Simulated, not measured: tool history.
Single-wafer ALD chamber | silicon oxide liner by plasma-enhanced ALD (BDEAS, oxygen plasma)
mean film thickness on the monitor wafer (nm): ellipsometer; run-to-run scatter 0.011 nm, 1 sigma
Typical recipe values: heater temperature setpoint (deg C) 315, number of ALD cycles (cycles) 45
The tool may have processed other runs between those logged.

| run | day | heater temperature setpoint (deg C) | number of ALD cycles (cycles) | wafers since the last listed run | hours since the last thermocouple change | hours since the gauge calibration | read-back reference wafer on the same gauge, thickness_nm | mean film thickness on the monitor wafer (nm) |
|---|---|---|---|---|---|---|---|---|
| 1 | 0 | 315 | 42 | 0 | 645.6 | 135.5 | 3.75 | 4.078 |
| 2 | 8.346 | 315 | 42 | 1355 | 845.9 | 335.8 | 3.771 | 4.117 |
| 3 | 9.433 | 315 | 45 | 176 | 872 | 361.9 | 3.773 | 4.435 |
| 4 | 10.688 | 315 | 45 | 203 | 902.1 | 392 | 3.775 | 4.404 |
| 5 | 11.7 | 315 | 45 | 164 | 926.4 | 416.3 | 3.777 | 4.435 |
| 6 | 13.092 | 315 | 43 | 225 | 959.8 | 449.7 | 3.779 | 4.218 |
| 7 | 14.988 | 315 | 43 | 307 | 1005.3 | 495.2 | 3.778 | 4.217 |
| 8 | 17.054 | 315 | 45 | 335 | 1054.9 | 544.8 | 3.782 | 4.421 |
| 9 | 19.321 | 306 | 50 | 368 | 1109.3 | 599.2 | 3.785 | 4.957 |
| 10 | 22.2 | 307 | 36 | 467 | 1178.4 | 668.3 | 3.785 | 3.574 |
|  | 22.888 | gauge calibrated |
| 11 | 23.308 | 319 | 38 | 179 | 1205 | 10.1 | 3.728 | 3.662 |
|  | 31.083 | thermocouple changed; heater temperature recalibrated |
| 12 | 31.858 | 320 | 45 | 1334 | 18.6 | 215.3 | 3.765 | 4.386 |
| 13 | 37.396 | 307 | 50 | 899 | 151.5 | 348.2 | 3.777 | 4.946 |

Estimate the outcome of run 14 from the log above:
| 14 | 39.004 | 319 | 38 | 261 | 190.1 | 386.8 | ? | ? |

read-back reference wafer on the same gauge, thickness_nm: 3.779
mean film thickness on the monitor wafer (nm): 3.714
Were there no unlogged condition in the tool, this run, its random variation unchanged, would have produced mean film thickness on the monitor wafer (nm) 3.656.

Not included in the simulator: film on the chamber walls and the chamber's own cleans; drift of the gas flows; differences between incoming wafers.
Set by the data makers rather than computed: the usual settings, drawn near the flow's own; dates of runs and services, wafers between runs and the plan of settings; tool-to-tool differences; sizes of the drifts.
